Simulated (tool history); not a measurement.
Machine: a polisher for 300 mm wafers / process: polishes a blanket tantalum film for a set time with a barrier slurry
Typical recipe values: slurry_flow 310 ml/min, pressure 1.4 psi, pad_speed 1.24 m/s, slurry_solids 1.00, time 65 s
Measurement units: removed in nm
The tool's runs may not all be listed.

| run | hour | slurry_flow | pressure | pad_speed | slurry_solids | time | wafers since the last listed run | wafers polished on this pad | hours since the slurry nozzle was cleaned | hours since the head pressure was calibrated | hours since the slurry blender was calibrated | incoming thickness of the incoming film, nm | removed |
|---|---|---|---|---|---|---|---|---|---|---|---|---|---|
| 1 | 0.0 | 230 | 1.4 | 1.52 | 1.00 | 65 | 0 | 500 | 840.7 | 161.5 | 107.5 | 282.3 | 117.4 |
|  | 26.8 | worn pad replaced by a new one |
| 2 | 33.3 | 230 | 1.4 | 1.52 | 1.00 | 65 | 388 | 86 | 874.0 | 194.8 | 140.8 | 282.5 | 123.2 |
| 3 | 65.7 | 310 | 1.4 | 1.24 | 1.00 | 65 | 429 | 516 | 906.4 | 227.2 | 173.2 | 274.5 | 99.9 |
|  | 84.7 | worn pad replaced by a new one |
| 4 | 88.7 | 335 | 1.4 | 1.24 | 1.00 | 65 | 252 | 52 | 929.4 | 250.2 | 196.2 | 278.0 | 105.1 |
| 5 | 104.1 | 335 | 1.4 | 1.24 | 1.00 | 65 | 204 | 256 | 944.8 | 265.6 | 211.6 | 279.4 | 104.7 |
|  | 125.5 | slurry nozzle cleaned |
| 6 | 129.3 | 310 | 1.4 | 1.24 | 1.00 | 65 | 321 | 577 | 3.8 | 290.8 | 236.8 | 280.1 | 99.5 |
|  | 133.5 | head pressure recalibrated |
|  | 143.6 | worn pad replaced by a new one |
| 7 | 144.1 | 310 | 1.4 | 1.24 | 1.25 | 65 | 116 | 6 | 18.6 | 10.6 | 251.6 | 281.1 | 112.8 |
| 8 | 161.0 | 310 | 1.4 | 1.24 | 0.85 | 65 | 224 | 230 | 35.5 | 27.5 | 268.5 | 278.0 | 95.0 |
|  | 170.9 | slurry blender recalibrated |
| 9 | 192.4 | 395 | 1.7 | 1.42 | 1.25 | 65 | 390 | 620 | 66.9 | 58.9 | 21.5 | 283.0 | 142.9 |

Expected results for the next run?
| 10 | 205.1 | 310 | 1.4 | 1.24 | 1.00 | 65 | 168 | 789 | 79.6 | 71.6 | 34.2 | 280.3 | ? |

removed: 96.8 nm
With the hidden condition absent and the run-to-run variation left alone, this run would have shown removed 105.8 nm.

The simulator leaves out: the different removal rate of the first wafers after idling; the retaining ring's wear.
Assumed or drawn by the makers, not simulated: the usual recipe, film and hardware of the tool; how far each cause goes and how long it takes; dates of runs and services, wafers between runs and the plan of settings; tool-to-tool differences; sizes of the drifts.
